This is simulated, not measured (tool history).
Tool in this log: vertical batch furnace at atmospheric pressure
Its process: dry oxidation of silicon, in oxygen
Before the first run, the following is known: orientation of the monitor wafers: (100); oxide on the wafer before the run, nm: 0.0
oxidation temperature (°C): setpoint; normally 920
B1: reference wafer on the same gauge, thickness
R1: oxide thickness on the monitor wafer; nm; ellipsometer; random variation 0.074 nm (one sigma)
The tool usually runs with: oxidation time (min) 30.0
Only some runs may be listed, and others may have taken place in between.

Run 1, hour 0.0: usual settings; B1 13.10. Result: R1 12.83 nm.
Run 2, hour 66.7: usual settings; B1 13.09. Result: R1 12.79 nm.
Run 3, hour 128.9: usual settings; B1 13.11. Result: R1 12.83 nm.
Run 4, hour 196.9: usual settings; B1 13.09. Result: R1 12.77 nm.
Run 5, hour 223.7: usual settings; B1 13.09. Result: R1 12.92 nm.
Run 6, hour 287.4: usual settings but oxidation temperature (°C) 938; B1 13.09. Result: R1 15.23 nm.
Run 7, hour 357.8: usual settings; B1 13.08. Result: R1 12.59 nm.
At hour 428.4: boat lift adjusted.
Run 8, hour 428.9: usual settings; B1 13.11. Result: R1 13.14 nm.
Run 9, hour 500.9: usual settings; B1 13.10. Result: R1 13.17 nm.
Run 10, hour 539.9: usual settings but oxidation temperature (°C) 935; B1 13.09. Result: R1 15.35 nm.
Run 11, hour 576.0: usual settings but oxidation temperature (°C) 935; B1 13.10. Result: R1 15.10 nm.
Run 12, hour 641.0: usual settings; B1 13.11. Result: R1 13.24 nm.
Run 13, hour 688.4: usual settings; B1 13.09. Result: R1 13.30 nm.
Run 14, hour 719.7: usual settings; B1 13.10. Result: R1 13.20 nm.
At hour 777.2: thermocouples replaced and temperature profile calibrated.
Run 15, hour 777.7: usual settings; B1 13.10. Result: R1 13.19 nm.
Run 16, hour 821.9: usual settings; B1 13.09. Result: R1 13.10 nm.
Run 17, hour 892.5: usual settings; B1 13.11. Result: R1 13.29 nm.
Run 18, hour 958.3: usual settings but oxidation temperature (°C) 935, oxidation time (min) 16.5; B1 13.10. Result: R1 10.23 nm.
Run 19, hour 992.2: usual settings but oxidation temperature (°C) 943, oxidation time (min) 35.5; B1 13.10. Result: R1 18.75 nm.
Run 20, hour 1035.1: usual settings but oxidation temperature (°C) 943, oxidation time (min) 35.5; B1 13.09. Result: R1 18.87 nm.
Run 21, hour 1078.1: usual settings but oxidation temperature (°C) 904, oxidation time (min) 19.5; B1 13.08. Result: R1 8.23 nm.
At hour 1102.4: gauge calibrated.
Run 22, hour 1125.7: usual settings; B1 13.10. Result: R1 13.13 nm.
Run 23, hour 1180.6: usual settings but oxidation temperature (°C) 910, oxidation time (min) 15.5; B1 13.11. Result: R1 7.52 nm.
Run 24, hour 1234.4: usual settings but oxidation temperature (°C) 936, oxidation time (min) 44.0; B1 13.09. Result: R1 19.81 nm.
Run 25, hour 1290.4: usual settings but oxidation time (min) 37.5; B1 13.10. Result: R1 15.32 nm.
Run 26, hour 1323.4: usual settings but oxidation temperature (°C) 929, oxidation time (min) 38.0; B1 13.09. Result: R1 16.82 nm.
Run 27, hour 1387.8: usual settings; B1 13.10. Result: R1 13.17 nm.
Run 28, hour 1436.8: usual settings but oxidation temperature (°C) 912, oxidation time (min) 18.5; B1 13.08. Result: R1 8.66 nm.
Run 29, hour 1469.0: usual settings but oxidation temperature (°C) 896, oxidation time (min) 25.0; B1 13.09. Result: R1 8.96 nm.
Run 30, hour 1534.2: usual settings; B1 13.09. Result: R1 13.24 nm.
Run 31, hour 1585.0: usual settings but oxidation temperature (°C) 912, oxidation time (min) 34.0; B1 13.08. Result: R1 13.22 nm.
Run 32, hour 1635.1: usual settings but oxidation temperature (°C) 898, oxidation time (min) 40.5; B1 13.09. Result: R1 12.77 nm.
Run 33, hour 1660.4: usual settings but oxidation temperature (°C) 907; B1 13.10. Result: R1 11.51 nm.
Run 34, hour 1686.9: usual settings; B1 13.10. Result: R1 13.18 nm.
Run 35, hour 1727.0: usual settings but oxidation temperature (°C) 936, oxidation time (min) 44.0; B1 13.09. Result: R1 19.81 nm.
Run 36, hour 1782.1: usual settings but oxidation temperature (°C) 934, oxidation time (min) 19.0; B1 13.12. Result: R1 10.94 nm.
Run 37, hour 1821.3: usual settings but oxidation temperature (°C) 907; B1 13.11. Result: R1 11.46 nm.
Run 38, hour 1878.1: usual settings; B1 13.09. Result: R1 13.17 nm.

What if the next run were any one of these 5? Each begins from the tool's condition after run 38:
Run A, hour 1881.5: usual settings; B1 ?. Result: R1 ?.
Run B, hour 1881.5: usual settings but oxidation time (min) 19.0; B1 ?. Result: R1 ?.
Run C, hour 1881.5: usual settings but oxidation temperature (°C) 902; B1 ?. Result: R1 ?.
Run D, hour 1881.5: usual settings but oxidation temperature (°C) 936, oxidation time (min) 18.0; B1 ?. Result: R1 ?.
Run E, hour 1881.5: usual settings but oxidation temperature (°C) 934, oxidation time (min) 34.0; B1 ?. Result: R1 ?.

run     B1     R1
  A  13.09  13.17
  B  13.09   9.63
  C  13.09  10.92
  D  13.09  10.92
  E  13.09  16.40
Without the tool's unlogged condition, the same runs would have read:
run     R1
  A  13.31
  B   9.74
  C  11.05
  D  11.05
  E  16.58
